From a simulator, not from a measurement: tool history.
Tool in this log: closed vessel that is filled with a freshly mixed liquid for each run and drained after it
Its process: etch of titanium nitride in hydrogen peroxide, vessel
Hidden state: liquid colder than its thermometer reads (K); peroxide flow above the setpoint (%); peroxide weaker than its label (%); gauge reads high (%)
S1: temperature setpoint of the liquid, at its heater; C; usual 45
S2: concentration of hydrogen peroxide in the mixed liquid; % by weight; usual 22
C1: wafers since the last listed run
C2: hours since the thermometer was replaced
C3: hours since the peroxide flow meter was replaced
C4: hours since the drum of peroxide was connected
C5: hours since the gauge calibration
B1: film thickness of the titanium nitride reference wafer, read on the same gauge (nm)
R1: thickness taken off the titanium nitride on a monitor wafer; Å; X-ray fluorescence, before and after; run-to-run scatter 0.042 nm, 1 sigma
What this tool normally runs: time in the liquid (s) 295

{"run": 1, "hour": 0.0, "S1": 45, "S2": 22, "time in the liquid (s)": 295, "C1": 0, "C2": 269, "C3": 236, "C4": 1097.6, "C5": 1281, "B1": 30.02, "R1": 54.1}
{"run": 2, "hour": 94.5, "S1": 49, "S2": 22, "time in the liquid (s)": 435, "C1": 7279, "C2": 363.5, "C3": 330.5, "C4": 1192.1, "C5": 1375.5, "B1": 30.02, "R1": 104.3}
{"run": 3, "hour": 164.3, "S1": 49, "S2": 22, "time in the liquid (s)": 435, "C1": 5377, "C2": 433.3, "C3": 400.3, "C4": 1261.9, "C5": 1445.3, "B1": 30.02, "R1": 103.9}
{"hour": 170.0, "done": "peroxide flow meter replaced"}
{"run": 4, "hour": 189.6, "S1": 49, "S2": 22, "time in the liquid (s)": 435, "C1": 1871, "C2": 458.6, "C3": 19.6, "C4": 1287.2, "C5": 1470.6, "B1": 29.98, "R1": 102.9}
{"hour": 195.3, "done": "new drum of peroxide connected"}
{"hour": 209.6, "done": "gauge calibrated"}
{"run": 5, "hour": 232.7, "S1": 45, "S2": 19, "time in the liquid (s)": 295, "C1": 3243, "C2": 501.7, "C3": 62.7, "C4": 37.4, "C5": 23.1, "B1": 29.97, "R1": 50.3}
{"run": 6, "hour": 267.8, "S1": 45, "S2": 19, "time in the liquid (s)": 295, "C1": 2703, "C2": 536.8, "C3": 97.8, "C4": 72.5, "C5": 58.2, "B1": 29.96, "R1": 49.5}
{"run": 7, "hour": 295.1, "S1": 38.5, "S2": 22, "time in the liquid (s)": 295, "C1": 2103, "C2": 564.1, "C3": 125.1, "C4": 99.8, "C5": 85.5, "B1": 30.05, "R1": 31.6}
{"run": 8, "hour": 335.9, "S1": 38.5, "S2": 22, "time in the liquid (s)": 295, "C1": 3143, "C2": 604.9, "C3": 165.9, "C4": 140.6, "C5": 126.3, "B1": 30, "R1": 31.1}
{"run": 9, "hour": 400.4, "S1": 45, "S2": 22, "time in the liquid (s)": 295, "C1": 4968, "C2": 669.4, "C3": 230.4, "C4": 205.1, "C5": 190.8, "B1": 29.99, "R1": 50.3}
{"hour": 521.2, "done": "thermometer replaced"}
{"run": 10, "hour": 555.4, "S1": 48, "S2": 26, "time in the liquid (s)": 295, "C1": 11863, "C2": 34.2, "C3": 385.4, "C4": 360.1, "C5": 345.8, "B1": 30.03, "R1": 72.6}
{"run": 11, "hour": 591.0, "S1": 39.5, "S2": 22, "time in the liquid (s)": 460, "C1": 2742, "C2": 69.8, "C3": 421, "C4": 395.7, "C5": 381.4, "B1": 30.02, "R1": 56.6}
{"hour": 610.2, "done": "peroxide flow meter replaced"}
{"run": 12, "hour": 700.9, "S1": 45, "S2": 22, "time in the liquid (s)": 295, "C1": 8389, "C2": 179.7, "C3": 90.7, "C4": 505.6, "C5": 491.3, "B1": 30.01, "R1": 53.9}
{"run": 13, "hour": 737.1, "S1": 45, "S2": 25.5, "time in the liquid (s)": 210, "C1": 2788, "C2": 215.9, "C3": 126.9, "C4": 541.8, "C5": 527.5, "B1": 30.01, "R1": 39}
{"run": 14, "hour": 794.8, "S1": 37.5, "S2": 24.5, "time in the liquid (s)": 465, "C1": 4444, "C2": 273.6, "C3": 184.6, "C4": 599.5, "C5": 585.2, "B1": 29.98, "R1": 48.5}
{"run": 15, "hour": 840.7, "S1": 45, "S2": 22, "time in the liquid (s)": 295, "C1": 3535, "C2": 319.5, "C3": 230.5, "C4": 645.4, "C5": 631.1, "B1": 30.02, "R1": 53.2}
{"run": 16, "hour": 877.6, "S1": 37, "S2": 22, "time in the liquid (s)": 295, "C1": 2842, "C2": 356.4, "C3": 267.4, "C4": 682.3, "C5": 668, "B1": 29.99, "R1": 28.8}
{"run": 17, "hour": 928.7, "S1": 38.5, "S2": 27.5, "time in the liquid (s)": 235, "C1": 3936, "C2": 407.5, "C3": 318.5, "C4": 733.4, "C5": 719.1, "B1": 29.99, "R1": 27.1}
{"hour": 973.3, "done": "peroxide flow meter replaced"}
{"run": 18, "hour": 982.8, "S1": 45, "S2": 22, "time in the liquid (s)": 295, "C1": 4090, "C2": 461.6, "C3": 9.5, "C4": 787.5, "C5": 773.2, "B1": 29.99, "R1": 52.2}
{"run": 19, "hour": 1032.0, "S1": 45, "S2": 26.5, "time in the liquid (s)": 135, "C1": 3790, "C2": 510.8, "C3": 58.7, "C4": 836.7, "C5": 822.4, "B1": 30.03, "R1": 24.6}
{"run": 20, "hour": 1078.3, "S1": 45, "S2": 28, "time in the liquid (s)": 295, "C1": 3566, "C2": 557.1, "C3": 105, "C4": 883, "C5": 868.7, "B1": 30.02, "R1": 54.3}
{"run": 21, "hour": 1127.2, "S1": 54, "S2": 25, "time in the liquid (s)": 400, "C1": 3767, "C2": 606, "C3": 153.9, "C4": 931.9, "C5": 917.6, "B1": 29.96, "R1": 138.1}
{"run": 22, "hour": 1166.6, "S1": 48, "S2": 25, "time in the liquid (s)": 455, "C1": 3035, "C2": 645.4, "C3": 193.3, "C4": 971.3, "C5": 957, "B1": 30.02, "R1": 100.7}
{"run": 23, "hour": 1204.3, "S1": 45, "S2": 25, "time in the liquid (s)": 460, "C1": 2904, "C2": 683.1, "C3": 231, "C4": 1009, "C5": 994.7, "B1": 30, "R1": 82.1}
{"run": 24, "hour": 1259.2, "S1": 45, "S2": 17.5, "time in the liquid (s)": 295, "C1": 4229, "C2": 738, "C3": 285.9, "C4": 1063.9, "C5": 1049.6, "B1": 30.01, "R1": 48.7}
{"run": 25, "hour": 1287.9, "S1": 45, "S2": 22, "time in the liquid (s)": 295, "C1": 2210, "C2": 766.7, "C3": 314.6, "C4": 1092.6, "C5": 1078.3, "B1": 30.03, "R1": 50.7}
{"run": 26, "hour": 1347.7, "S1": 45, "S2": 22, "time in the liquid (s)": 165, "C1": 4606, "C2": 826.5, "C3": 374.4, "C4": 1152.4, "C5": 1138.1, "B1": 30.01, "R1": 28.2}
{"hour": 1354.1, "done": "thermometer replaced"}
{"run": 27, "hour": 1409.3, "S1": 48.5, "S2": 22, "time in the liquid (s)": 430, "C1": 4668, "C2": 55.2, "C3": 436, "C4": 1214, "C5": 1199.7, "B1": 29.96, "R1": 104}
{"hour": 1436.9, "done": "peroxide flow meter replaced"}
{"run": 28, "hour": 1459.6, "S1": 45, "S2": 18, "time in the liquid (s)": 355, "C1": 3797, "C2": 105.5, "C3": 22.7, "C4": 1264.3, "C5": 1250, "B1": 30.02, "R1": 62.5}

Give the tool's hidden conditions for every run:
peroxide flow above the setpoint (%): 0 across all the runs
peroxide weaker than its label (%): 0 across all the runs
gauge reads high (%): 0 across all the runs
H1: liquid colder than its thermometer reads (K)
run=1 H1=0.529
run=2 H1=0.69
run=3 H1=0.808
run=4 H1=0.851
run=5 H1=0.924
run=6 H1=0.983
run=7 H1=1.03
run=8 H1=1.1
run=9 H1=1.21
run=10 H1=0.0654
run=11 H1=0.126
run=12 H1=0.312
run=13 H1=0.373
run=14 H1=0.471
run=15 H1=0.549
run=16 H1=0.612
run=17 H1=0.698
run=18 H1=0.79
run=19 H1=0.873
run=20 H1=0.952
run=21 H1=1.03
run=22 H1=1.1
run=23 H1=1.17
run=24 H1=1.26
run=25 H1=1.31
run=26 H1=1.41
run=27 H1=0.299
run=28 H1=0.384
